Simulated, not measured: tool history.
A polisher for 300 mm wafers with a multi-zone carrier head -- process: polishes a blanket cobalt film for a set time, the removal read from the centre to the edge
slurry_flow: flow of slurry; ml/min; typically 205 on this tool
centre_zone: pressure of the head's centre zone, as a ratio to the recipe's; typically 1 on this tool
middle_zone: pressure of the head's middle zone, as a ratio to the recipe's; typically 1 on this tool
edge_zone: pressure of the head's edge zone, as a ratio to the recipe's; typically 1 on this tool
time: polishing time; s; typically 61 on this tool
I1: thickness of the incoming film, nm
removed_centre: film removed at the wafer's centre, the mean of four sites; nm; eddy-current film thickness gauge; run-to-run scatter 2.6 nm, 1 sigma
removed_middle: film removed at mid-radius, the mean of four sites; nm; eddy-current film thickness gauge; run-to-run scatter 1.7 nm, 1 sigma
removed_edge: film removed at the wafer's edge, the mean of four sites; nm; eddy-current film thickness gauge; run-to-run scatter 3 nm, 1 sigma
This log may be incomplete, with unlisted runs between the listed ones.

{"run": 1, "hour": 0.0, "slurry_flow": 165, "centre_zone": 1, "middle_zone": 1, "edge_zone": 1, "time": 61, "I1": 1098.8, "removed_centre": 197.4, "removed_middle": 193.4, "removed_edge": 195.3}
{"run": 2, "hour": 19.6, "slurry_flow": 245, "centre_zone": 1, "middle_zone": 1, "edge_zone": 0.91, "time": 61, "I1": 1107.5, "removed_centre": 214.3, "removed_middle": 203.3, "removed_edge": 190.1}
{"hour": 48.1, "done": "worn pad replaced by a new one"}
{"run": 3, "hour": 53.0, "slurry_flow": 245, "centre_zone": 1, "middle_zone": 1, "edge_zone": 0.91, "time": 61, "I1": 1102, "removed_centre": 215.2, "removed_middle": 205.2, "removed_edge": 200}
{"run": 4, "hour": 69.8, "slurry_flow": 205, "centre_zone": 1, "middle_zone": 1, "edge_zone": 1, "time": 55, "I1": 1090.5, "removed_centre": 187.5, "removed_middle": 179.4, "removed_edge": 179.7}
{"run": 5, "hour": 92.5, "slurry_flow": 205, "centre_zone": 1, "middle_zone": 1, "edge_zone": 1, "time": 55, "I1": 1100.6, "removed_centre": 184.7, "removed_middle": 178.7, "removed_edge": 180.7}
{"run": 6, "hour": 110.7, "slurry_flow": 205, "centre_zone": 1, "middle_zone": 1, "edge_zone": 1, "time": 55, "I1": 1094.2, "removed_centre": 185.2, "removed_middle": 179.7, "removed_edge": 177.3}
{"run": 7, "hour": 125.8, "slurry_flow": 205, "centre_zone": 1, "middle_zone": 1, "edge_zone": 1, "time": 61, "I1": 1098.2, "removed_centre": 210.4, "removed_middle": 197.8, "removed_edge": 193.1}
{"hour": 151.8, "done": "worn pad replaced by a new one"}
{"run": 8, "hour": 153.2, "slurry_flow": 245, "centre_zone": 1, "middle_zone": 1, "edge_zone": 1, "time": 61, "I1": 1103.7, "removed_centre": 219.4, "removed_middle": 211.8, "removed_edge": 204.8}
{"hour": 156.4, "done": "edge zone pressure recalibrated"}
{"run": 9, "hour": 180.9, "slurry_flow": 205, "centre_zone": 0.96, "middle_zone": 1, "edge_zone": 1.03, "time": 61, "I1": 1101.7, "removed_centre": 209.4, "removed_middle": 200.2, "removed_edge": 198.4}
{"hour": 194.3, "done": "carrier head's membrane replaced by a new one"}
{"run": 10, "hour": 208.2, "slurry_flow": 205, "centre_zone": 1, "middle_zone": 1, "edge_zone": 1, "time": 61, "I1": 1092.9, "removed_centre": 215.3, "removed_middle": 201.6, "removed_edge": 193.1}
{"hour": 218.9, "done": "centre zone pressure recalibrated"}
{"run": 11, "hour": 227.3, "slurry_flow": 205, "centre_zone": 1, "middle_zone": 1, "edge_zone": 1.1, "time": 61, "I1": 1090.3, "removed_centre": 197.8, "removed_middle": 197.6, "removed_edge": 205.2}
{"hour": 233.4, "done": "slurry nozzle cleaned"}
{"hour": 248.7, "done": "worn pad replaced by a new one"}
{"run": 12, "hour": 249.2, "slurry_flow": 205, "centre_zone": 0.97, "middle_zone": 1, "edge_zone": 1, "time": 55, "I1": 1078, "removed_centre": 183.2, "removed_middle": 182.9, "removed_edge": 183.8}
{"run": 13, "hour": 280.9, "slurry_flow": 205, "centre_zone": 1.03, "middle_zone": 0.97, "edge_zone": 1, "time": 67, "I1": 1077.8, "removed_centre": 229.6, "removed_middle": 214.2, "removed_edge": 215.5}
{"run": 14, "hour": 296.4, "slurry_flow": 150, "centre_zone": 1, "middle_zone": 0.94, "edge_zone": 0.96, "time": 61, "I1": 1104.2, "removed_centre": 193.6, "removed_middle": 178.3, "removed_edge": 185.9}
{"run": 15, "hour": 314.0, "slurry_flow": 205, "centre_zone": 1.04, "middle_zone": 1, "edge_zone": 1, "time": 75, "I1": 1095.1, "removed_centre": 261.9, "removed_middle": 243.6, "removed_edge": 245.9}
{"run": 16, "hour": 328.1, "slurry_flow": 205, "centre_zone": 1, "middle_zone": 1, "edge_zone": 1, "time": 61, "I1": 1083, "removed_centre": 200.2, "removed_middle": 198.9, "removed_edge": 194.5}
{"hour": 345.0, "done": "worn pad replaced by a new one"}
{"run": 17, "hour": 347.2, "slurry_flow": 255, "centre_zone": 1, "middle_zone": 1, "edge_zone": 1, "time": 71, "I1": 1065.9, "removed_centre": 261.7, "removed_middle": 249.4, "removed_edge": 244.5}
{"run": 18, "hour": 371.0, "slurry_flow": 205, "centre_zone": 1, "middle_zone": 1, "edge_zone": 0.88, "time": 46, "I1": 1088, "removed_centre": 161.7, "removed_middle": 152.6, "removed_edge": 141.7}
{"run": 19, "hour": 385.4, "slurry_flow": 205, "centre_zone": 1.1, "middle_zone": 1.05, "edge_zone": 1, "time": 61, "I1": 1086.4, "removed_centre": 234.1, "removed_middle": 206.8, "removed_edge": 198.3}
{"run": 20, "hour": 412.1, "slurry_flow": 205, "centre_zone": 1, "middle_zone": 1, "edge_zone": 1, "time": 61, "I1": 1104.6, "removed_centre": 212.4, "removed_middle": 198.1, "removed_edge": 196.4}
{"run": 21, "hour": 438.2, "slurry_flow": 205, "centre_zone": 1, "middle_zone": 1, "edge_zone": 1, "time": 61, "I1": 1078.6, "removed_centre": 213.8, "removed_middle": 197.1, "removed_edge": 195}
{"hour": 457.8, "done": "worn pad replaced by a new one"}
{"run": 22, "hour": 465.1, "slurry_flow": 205, "centre_zone": 1, "middle_zone": 1, "edge_zone": 1, "time": 52, "I1": 1071.7, "removed_centre": 191.4, "removed_middle": 169.3, "removed_edge": 170.4}

Measured less the same run without the tool's hidden state. The same run-to-run variation is in both; the gauge's scatter may not be:
Hidden state present: removal rate lost through wear of the pad, %; slurry flow missing at the pad, %; deviation of the centre zone's pressure from its setpoint, %; deviation of the edge zone's pressure from its setpoint, %.
run=1 removed_centre=-0.2 removed_middle=-4.2 removed_edge=-4.3
run=2 removed_centre=-1 removed_middle=-6.5 removed_edge=-6
run=3 removed_centre=+6.7 removed_middle=-1.2 removed_edge=-1.1
run=4 removed_centre=+5.3 removed_middle=-2.4 removed_edge=-2.5
run=5 removed_centre=+4.5 removed_middle=-4.4 removed_edge=-4.5
run=6 removed_centre=+4 removed_middle=-6.1 removed_edge=-5.9
run=7 removed_centre=+3.9 removed_middle=-8.3 removed_edge=-8
run=8 removed_centre=+12.6 removed_middle=-2 removed_edge=-1.8
run=9 removed_centre=+11.1 removed_middle=-4.6 removed_edge=-4.5
run=10 removed_centre=+10.2 removed_middle=-7.3 removed_edge=-6.9
run=11 removed_centre=-5.3 removed_middle=-9 removed_edge=-9.3
run=12 removed_centre=+3.4 removed_middle=-1.1 removed_edge=-1.1
run=13 removed_centre=+3.1 removed_middle=-4.5 removed_edge=-4.6
run=14 removed_centre=+2.1 removed_middle=-5.2 removed_edge=-5.4
run=15 removed_centre=+2 removed_middle=-9.2 removed_edge=-9.2
run=16 removed_centre=+1.1 removed_middle=-9 removed_edge=-8.7
run=17 removed_centre=+12.9 removed_middle=-1.1 removed_edge=-1
run=18 removed_centre=+7.4 removed_middle=-2.5 removed_edge=-2.2
run=19 removed_centre=+10 removed_middle=-4.7 removed_edge=-4.4
run=20 removed_centre=+8.2 removed_middle=-7.2 removed_edge=-7
run=21 removed_centre=+7.2 removed_middle=-9.8 removed_edge=-9.5
run=22 removed_centre=+13.8 removed_middle=-2.6 removed_edge=-2.5
